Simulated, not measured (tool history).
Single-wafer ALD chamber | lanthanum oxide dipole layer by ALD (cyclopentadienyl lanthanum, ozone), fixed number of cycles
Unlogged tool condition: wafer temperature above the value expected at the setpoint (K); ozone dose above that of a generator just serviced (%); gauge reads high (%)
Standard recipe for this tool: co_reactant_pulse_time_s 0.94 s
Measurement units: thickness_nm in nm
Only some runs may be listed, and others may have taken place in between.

| run | day | co_reactant_pulse_time_s | wafers since the last listed run | hours since the last thermocouple change | hours since the last ozone generator service | hours since the showerhead was replaced | hours since the gauge calibration | read-back reference wafer on the same gauge, thickness_nm | thickness_nm |
|---|---|---|---|---|---|---|---|---|---|
| 1 | 0.000 | 1.20 | 0 | 1143.1 | 579.0 | 7182.3 | 831.2 | 0.484 | 0.503 |
|  | 1.075 | gauge calibrated |
| 2 | 1.708 | 0.81 | 607 | 1184.1 | 620.0 | 7223.3 | 15.2 | 0.484 | 0.406 |
|  | 2.083 | ozone generator serviced |
| 3 | 3.846 | 0.81 | 641 | 1235.4 | 42.3 | 7274.6 | 66.5 | 0.483 | 0.418 |
| 4 | 6.229 | 0.94 | 847 | 1292.6 | 99.5 | 7331.8 | 123.7 | 0.485 | 0.460 |
| 5 | 7.433 | 0.94 | 428 | 1321.5 | 128.4 | 7360.7 | 152.6 | 0.484 | 0.456 |
| 6 | 9.204 | 0.94 | 629 | 1364.0 | 170.9 | 7403.2 | 195.1 | 0.484 | 0.453 |
| 7 | 13.146 | 1.06 | 1401 | 1458.6 | 265.5 | 7497.8 | 289.7 | 0.484 | 0.484 |
| 8 | 16.096 | 1.06 | 1048 | 1529.4 | 336.3 | 7568.6 | 360.5 | 0.484 | 0.485 |
|  | 18.596 | thermocouple changed; heater temperature recalibrated |
| 9 | 18.617 | 1.19 | 777 | 0.5 | 396.8 | 7629.1 | 421.0 | 0.484 | 0.505 |
| 10 | 20.550 | 0.94 | 687 | 46.9 | 443.2 | 7675.5 | 467.4 | 0.485 | 0.454 |
| 11 | 22.433 | 1.05 | 669 | 92.1 | 488.4 | 7720.7 | 512.6 | 0.483 | 0.481 |
| 12 | 24.217 | 1.05 | 634 | 134.9 | 531.2 | 7763.5 | 555.4 | 0.484 | 0.481 |
|  | 25.612 | showerhead replaced |
|  | 25.821 | ozone generator serviced |
| 13 | 26.558 | 0.94 | 640 | 191.1 | 17.7 | 22.7 | 611.6 | 0.484 | 0.459 |
| 14 | 28.796 | 1.24 | 795 | 244.8 | 71.4 | 76.4 | 665.3 | 0.484 | 0.510 |
| 15 | 31.650 | 0.68 | 1014 | 313.3 | 139.9 | 144.9 | 733.8 | 0.483 | 0.353 |
|  | 32.954 | gauge calibrated |
| 16 | 34.375 | 1.27 | 968 | 378.7 | 205.3 | 210.3 | 34.1 | 0.484 | 0.511 |
| 17 | 36.338 | 1.16 | 697 | 425.8 | 252.4 | 257.4 | 81.2 | 0.484 | 0.502 |
| 18 | 38.429 | 0.94 | 743 | 476.0 | 302.6 | 307.6 | 131.4 | 0.484 | 0.454 |
| 19 | 41.621 | 1.30 | 1134 | 552.6 | 379.2 | 384.2 | 208.0 | 0.483 | 0.510 |
| 20 | 42.746 | 1.23 | 400 | 579.6 | 406.2 | 411.2 | 235.0 | 0.484 | 0.507 |
| 21 | 44.725 | 0.77 | 703 | 627.1 | 453.7 | 458.7 | 282.5 | 0.484 | 0.394 |
| 22 | 45.908 | 1.17 | 420 | 655.5 | 482.1 | 487.1 | 310.9 | 0.484 | 0.496 |
| 23 | 47.800 | 0.94 | 672 | 700.9 | 527.5 | 532.5 | 356.3 | 0.484 | 0.457 |
| 24 | 50.250 | 1.17 | 871 | 759.7 | 586.3 | 591.3 | 415.1 | 0.485 | 0.502 |
| 25 | 51.483 | 0.79 | 438 | 789.3 | 615.9 | 620.9 | 444.7 | 0.484 | 0.402 |
|  | 52.479 | ozone generator serviced |
| 26 | 52.754 | 0.84 | 333 | 819.8 | 6.6 | 651.4 | 475.2 | 0.484 | 0.431 |
| 27 | 55.746 | 0.71 | 1063 | 891.6 | 78.4 | 723.2 | 547.0 | 0.484 | 0.372 |

Below, some changes in thickness_nm between adjacent runs. For each, the amount present without the hidden state too (settings, incoming material, random variation) and the amount remaining for the hidden state with gauge scatter not shared by both compared results:
Run 2 -> 3: ozone generator serviced. thickness_nm +0.012 nm: hidden state +0.010, all else +0.002.
Run 14 -> 15: co_reactant_pulse_time_s 1.24 -> 0.68. thickness_nm -0.157 nm: hidden state -0.005, all else -0.152.
Run 15 -> 16: co_reactant_pulse_time_s 0.68 -> 1.27, gauge calibrated. thickness_nm +0.158 nm: hidden state +0.004, all else +0.154.
Run 25 -> 26: co_reactant_pulse_time_s 0.79 -> 0.84, ozone generator serviced. thickness_nm +0.029 nm: hidden state +0.010, all else +0.019.
